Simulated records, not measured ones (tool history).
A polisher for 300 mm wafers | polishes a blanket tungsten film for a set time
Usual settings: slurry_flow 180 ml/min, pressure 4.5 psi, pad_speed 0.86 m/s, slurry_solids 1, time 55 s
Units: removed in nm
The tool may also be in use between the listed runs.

run    hour  slurry_flow  pressure  pad_speed  slurry_solids  time  wafers since the last listed run  wafers polished on this pad  hours since the slurry nozzle was cleaned  hours since the head pressure was calibrated  hours since the slurry blender was calibrated  hours since the slurry got fresh peroxide  incoming thickness of the incoming film, nm  removed
  1       0          180       4.5        0.7           0.85    55                                 0                         1740                                      450.9                                         335.3                                          529.9                                      383.3                                          770    213.7
  2    90.2          180       4.5        0.7           0.85    55                               560                         2301                                      541.1                                         425.5                                          620.1                                      473.5                                        749.9    208.3
  3   159.3          180       4.5        0.7           0.85    55                               429                         2730                                      610.2                                         494.6                                          689.2                                      542.6                                        757.6    202.4
  4   199.3          145       4.5       0.86              1    55                               248                         2979                                      650.2                                         534.6                                          729.2                                      582.6                                        765.3    226.6
      204.8  -- slurry blender recalibrated
      220.4  -- slurry nozzle cleaned
      294.5  -- worn pad replaced by a new one
  5   296.8          145       4.5       0.86              1    55                               562                           14                                       76.4                                         632.1                                             92                                      680.1                                        750.2      260
      314.4  -- slurry tank refilled with fresh slurry and peroxide
      413.7  -- head pressure recalibrated
  6   615.1          145       4.5       0.86              1    55                              1960                         1974                                      394.7                                         201.4                                          410.3                                      300.7                                          762    266.7
  7   677.3          180       4.5       0.86            1.2    55                               386                         2361                                      456.9                                         263.6                                          472.5                                      362.9                                        746.1      290
  8   804.3          215       4.5       0.86              1    55                               789                         3150                                      583.9                                         390.6                                          599.5                                      489.9                                          752    256.7
  9   875.9          180       4.5       0.68              1    55                               445                         3595                                      655.5                                         462.2                                          671.1                                      561.5                                          764    213.3
      879.4  -- slurry nozzle cleaned
      892.4  -- slurry tank refilled with fresh slurry and peroxide
      929.9  -- slurry blender recalibrated
 10     978          180       4.5       0.66              1    55                               609                         4205                                       98.6                                         564.3                                           48.1                                       85.6                                        765.9    229.7
     1012.9  -- worn pad replaced by a new one
 11  1043.2          180       4.5       0.86              1    55                               380                          188                                      163.8                                         629.5                                          113.3                                      150.8                                        752.6    268.2
 12    1136          180       4.5       0.86              1    55                               576                          765                                      256.6                                         722.3                                          206.1                                      243.6                                          755    258.6
     1161.5  -- head pressure recalibrated
 13    1195          125       4.5        1.1              1    55                               354                         1119                                      315.6                                          33.5                                          265.1                                      302.6                                        763.3    321.8
 14  1237.9          200         4       0.86              1    55                               266                         1386                                      358.5                                          76.4                                            308                                      345.5                                        762.2    259.2
 15  1282.1          180       3.7       0.86              1    55                               274                         1661                                      402.7                                         120.6                                          352.2                                      389.7                                        756.6    236.2
 16  1321.4          180       3.8       0.86              1    55                               244                         1905                                        442                                         159.9                                          391.5                                        429                                        748.7    238.7
 17  1379.1          180         5       0.86              1    55                               358                         2264                                      499.7                                         217.6                                          449.2                                      486.7                                        750.9    312.3
     1442.9  -- slurry nozzle cleaned
 18  1471.7          180       4.5       0.86              1    55                               569                         2833                                       28.8                                         310.2                                          541.8                                      579.3                                        765.2    266.9
     1576.1  -- worn pad replaced by a new one
     1593.3  -- slurry tank refilled with fresh slurry and peroxide
       1635  -- slurry blender recalibrated
 19  1721.9          180         3       0.86              1    39                              1511                          887                                        279                                         560.4                                           86.9                                      128.6                                        751.6      133
 20  1762.4          160       4.5       1.04              1    55                               251                         1139                                      319.5                                         600.9                                          127.4                                      169.1                                        762.6    301.5
 21  1863.9          180       4.5       0.86              1    55                               630                         1770                                        421                                         702.4                                          228.9                                      270.6                                        762.9      269
 22  1942.3          115       5.4       0.86            0.7    42                               487                         2257                                      499.4                                         780.8                                          307.3                                        349                                        764.7    189.6
 23  2023.3          180       4.5       0.86              1    43                               503                         2761                                      580.4                                         861.8                                          388.3                                        430                                        753.5      199
     2102.7  -- head pressure recalibrated
     2173.2  -- slurry nozzle cleaned
     2179.9  -- worn pad replaced by a new one
     2284.6  -- slurry tank refilled with fresh slurry and peroxide
 24  2323.6          220       5.6       0.86            0.8    40                              1817                          887                                      150.4                                         220.9                                          688.6                                         39                                        757.8    218.5
     2337.9  -- slurry blender recalibrated
 25  2382.1          180       6.1       0.86            0.8    55                               351                         1238                                      208.9                                         279.4                                           44.2                                       97.5                                        761.9      358

Forecast each of these 5 alternatives for the next run:
  A  2382.5          180       4.5       0.86              1    55                                 2                         1240                                      209.3                                         279.8                                           44.6                                       97.9                                        753.8        ?
  B  2382.5          125       4.5       0.86              1    63                                 2                         1240                                      209.3                                         279.8                                           44.6                                       97.9                                        753.8        ?
  C  2382.5          225       5.3       0.66              1    47                                 2                         1240                                      209.3                                         279.8                                           44.6                                       97.9                                        753.8        ?
  D  2382.5          160         3       0.86           1.25    39                                 2                         1240                                      209.3                                         279.8                                           44.6                                       97.9                                        753.8        ?
  E  2382.5          145       4.5       0.76            1.1    55                                 2                         1240                                      209.3                                         279.8                                           44.6                                       97.9                                        753.8        ?

run  removed
  A    290.4
  B    309.8
  C    256.8
  D    146.6
  E    268.5
Without the tool's hidden state the same runs would have given:
run  removed
  A    300.4
  B    320.4
  C    265.6
  D    151.6
  E    277.7
